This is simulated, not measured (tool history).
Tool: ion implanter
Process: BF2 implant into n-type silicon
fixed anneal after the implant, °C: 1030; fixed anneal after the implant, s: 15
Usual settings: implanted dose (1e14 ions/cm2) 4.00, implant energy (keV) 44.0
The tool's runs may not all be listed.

run,hour,implanted dose (1e14 ions/cm2),implant energy (keV),wafers since the last listed run,hours since the last dose calibration,hours since the extraction supply was calibrated,hours since the gauge calibration,"read-back reference wafer on the same gauge, sheet resistance",sheet resistance of the implanted and annealed layer (ohm/square)
1,0.0,4.65,38.5,0,423.1,1996.1,636.1,322.25,250.53
2,12.5,3.52,44.0,274,435.6,2008.6,648.6,321.86,314.56
3,40.6,3.52,44.0,616,463.7,2036.7,676.7,322.16,314.45
4,53.0,3.22,44.0,272,476.1,2049.1,689.1,322.85,339.52
5,88.8,4.65,36.0,785,511.9,2084.9,724.9,322.54,254.40
6,122.0,4.65,36.0,728,545.1,2118.1,758.1,322.98,254.15
7,145.7,4.65,36.0,520,568.8,2141.8,781.8,323.59,253.77
8,177.8,4.00,47.5,704,600.9,2173.9,813.9,323.80,282.65
9,195.3,4.29,49.0,384,618.4,2191.4,831.4,323.78,264.95
10,219.0,4.29,49.0,520,642.1,2215.1,855.1,324.37,266.75
11,286.3,4.00,44.0,1477,709.4,2282.4,922.4,325.07,283.94
# hour 301.1: Faraday cup replaced and dose calibrated
12,301.6,4.00,44.0,160,0.5,2297.7,937.7,324.91,283.88
13,322.3,4.00,44.0,454,21.2,2318.4,958.4,325.31,283.15
# hour 326.2: gauge calibrated
14,348.1,4.00,44.0,566,47.0,2344.2,21.9,319.90,279.75
15,362.8,4.00,44.0,322,61.7,2358.9,36.6,319.87,280.00
16,376.0,5.14,44.0,289,74.9,2372.1,49.8,320.51,225.81
17,410.7,4.00,58.5,761,109.6,2406.8,84.5,320.14,272.67
18,424.7,3.57,55.5,307,123.6,2420.8,98.5,320.48,301.28
19,441.5,4.00,44.0,368,140.4,2437.6,115.3,319.87,280.44
20,460.1,4.96,44.0,408,159.0,2456.2,133.9,320.29,232.97
21,556.0,4.00,40.0,2105,254.9,2552.1,229.8,320.62,283.21
22,568.9,4.55,52.5,283,267.8,2565.0,242.7,320.39,247.05
23,583.4,4.81,44.0,318,282.3,2579.5,257.2,320.57,239.40
24,601.0,5.09,31.5,386,299.9,2597.1,274.8,321.14,236.66
25,627.6,4.96,33.5,583,326.5,2623.7,301.4,320.86,239.70
26,640.0,5.00,37.0,272,338.9,2636.1,313.8,320.53,235.66
27,655.4,3.39,36.5,338,354.3,2651.5,329.2,320.66,329.71
28,679.3,4.00,39.5,524,378.2,2675.4,353.1,320.91,283.62
29,707.2,3.31,54.0,612,406.1,2703.3,381.0,321.21,322.65
30,741.0,4.65,50.0,741,439.9,2737.1,414.8,321.02,246.16
31,761.1,2.96,49.5,441,460.0,2757.2,434.9,321.42,357.78
# hour 833.6: extraction supply calibrated
32,866.4,2.80,44.0,2135,565.3,32.8,540.2,322.07,380.57
# hour 932.8: Faraday cup replaced and dose calibrated
33,938.8,4.00,53.5,1413,6.0,105.2,612.6,322.67,276.46
34,967.8,4.00,44.0,636,35.0,134.2,641.6,322.57,281.61
35,1003.6,4.00,44.0,785,70.8,170.0,677.4,322.86,283.01
36,1084.8,4.77,55.5,1782,152.0,251.2,758.6,323.49,239.22
37,1100.7,4.00,44.0,349,167.9,267.1,774.5,323.57,284.35
38,1131.9,4.61,51.5,684,199.1,298.3,805.7,323.86,248.20

Hidden state or all else? Some run-to-run changes of sheet resistance of the implanted and annealed layer (ohm/square), split into what the settings, what came in and random variation would give without the hidden state, and what is left for the hidden state (with any gauge scatter that isn't in both results):
The hidden state here: deviation of the true dose from the Faraday cup's reading, %; deviation of the true energy from its setpoint, %; gauge reads high (%).
Run 10 -> 11: implanted dose (1e14 ions/cm2) 4.29 -> 4.00, implant energy (keV) 49.0 -> 44.0. sheet resistance of the implanted and annealed layer (ohm/square) +17.19: hidden state +0.88, all else +16.31.
Run 13 -> 14: gauge calibrated. sheet resistance of the implanted and annealed layer (ohm/square) -3.40: hidden state -4.37, all else +0.97.
Run 26 -> 27: implanted dose (1e14 ions/cm2) 5.00 -> 3.39, implant energy (keV) 37.0 -> 36.5. sheet resistance of the implanted and annealed layer (ohm/square) +94.05: hidden state +0.58, all else +93.47.
Run 30 -> 31: implanted dose (1e14 ions/cm2) 4.65 -> 2.96, implant energy (keV) 50.0 -> 49.5. sheet resistance of the implanted and annealed layer (ohm/square) +111.62: hidden state +0.87, all else +110.75.
Run 32 -> 33: implanted dose (1e14 ions/cm2) 2.80 -> 4.00, implant energy (keV) 44.0 -> 53.5, Faraday cup replaced and dose calibrated. sheet resistance of the implanted and annealed layer (ohm/square) -104.11: hidden state -0.52, all else -103.59.

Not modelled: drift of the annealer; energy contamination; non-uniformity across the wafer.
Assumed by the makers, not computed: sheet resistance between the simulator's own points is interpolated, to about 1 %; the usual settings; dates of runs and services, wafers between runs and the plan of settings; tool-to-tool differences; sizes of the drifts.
